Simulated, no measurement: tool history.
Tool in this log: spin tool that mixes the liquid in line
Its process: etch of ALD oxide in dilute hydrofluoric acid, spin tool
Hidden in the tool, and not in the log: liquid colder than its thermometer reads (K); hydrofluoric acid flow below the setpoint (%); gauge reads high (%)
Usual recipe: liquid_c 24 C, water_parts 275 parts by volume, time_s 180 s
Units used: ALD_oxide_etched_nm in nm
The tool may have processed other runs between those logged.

run,hour,liquid_c,water_parts,time_s,wafers since the last listed run,hours since the thermometer was replaced,hours since the hydrofluoric acid flow meter was replaced,hours since the gauge calibration,"read-back film thickness of the ALD oxide reference wafer, read on the same gauge (nm)",ALD_oxide_etched_nm
1,0,26.5,275,180,0,1914.8,805,856.9,49.99,10.34
2,103.4,24,225,180,552,2018.2,908.4,960.3,50,11.95
3,210.5,24,225,180,572,2125.3,1015.5,1067.4,49.96,11.84
4,290.3,24,225,180,426,2205.1,1095.3,1147.2,49.99,11.7
5,364.3,24,275,180,395,2279.1,1169.3,1221.2,50.05,9.29
6,404.2,24,275,180,213,2319,1209.2,1261.1,50,9.2
7,490.7,24,275,180,462,2405.5,1295.7,1347.6,50.01,9
8,577,22.5,385,180,461,2491.8,1382,1433.9,49.99,5.53
# hour 695.3: hydrofluoric acid flow meter replaced
9,705.2,22.5,385,180,679,2620,9.9,1562.1,50,5.89
10,825.4,28,200,180,642,2740.2,130.1,1682.3,50.02,16.34
11,865.6,24,340,180,214,2780.4,170.3,1722.5,50.03,7.19
12,918.9,27,275,180,284,2833.7,223.6,1775.8,50.02,10.51
13,978.1,24,275,180,316,2892.9,282.8,1835,50,9.4
# hour 990.8: gauge calibrated
14,1066.3,24,275,180,471,2981.1,371,75.5,50,9.5
# hour 1074.2: thermometer replaced
15,1164.2,24,205,75,518,90,468.9,173.4,49.97,6
16,1270.9,29,275,180,570,196.7,575.6,280.1,50.03,11.7
17,1317.3,22,275,270,248,243.1,622,326.5,50.01,13.52
18,1384.2,24,220,95,357,310,688.9,393.4,50.02,6.91
19,1449.9,20,145,180,351,375.7,754.6,459.1,50,18.31
20,1500.8,21,210,220,272,426.6,805.5,510,49.96,14.76
21,1552.9,26.5,390,220,278,478.7,857.6,562.1,49.98,8
22,1601.8,24,365,125,261,527.6,906.5,611,49.98,4.59
23,1668.7,27,340,180,357,594.5,973.4,677.9,50.03,8.13
24,1775.6,21.5,275,180,571,701.4,1080.3,784.8,49.97,8.65
25,1876.2,24,155,180,537,802,1180.9,885.4,50.01,19.18
26,1934.9,20.5,220,280,313,860.7,1239.6,944.1,49.98,17.06
27,2018.7,26.5,275,180,447,944.5,1323.4,1027.9,50.03,10.42
28,2075.7,24,275,180,304,1001.5,1380.4,1084.9,50,9.46
29,2160.5,24,140,100,453,1086.3,1465.2,1169.7,50.01,11.83
30,2237.3,19.5,275,180,410,1163.1,1542,1246.5,49.96,7.87
31,2284.3,24,275,180,251,1210.1,1589,1293.5,50.06,9.41
# hour 2353: hydrofluoric acid flow meter replaced
32,2374.5,29,160,180,476,1300.3,21.5,1383.7,49.95,23.06
33,2415.6,24,275,290,219,1341.4,62.6,1424.8,49.99,15.67

Results per run with the tool's hidden condition removed, run-to-run variation unchanged:
run,ALD_oxide_etched_nm
1,11.23
2,13.06
3,13.03
4,12.94
5,10.32
6,10.25
7,10.08
8,6.23
9,6.27
10,17.55
11,7.73
12,11.34
13,10.19
14,10.36
15,6.18
16,12.15
17,14.07
18,7.21
19,19.16
20,15.51
21,8.47
22,4.87
23,8.66
24,9.26
25,20.61
26,18.42
27,11.32
28,10.31
29,12.93
30,8.67
31,10.39
32,23.85
33,16.24
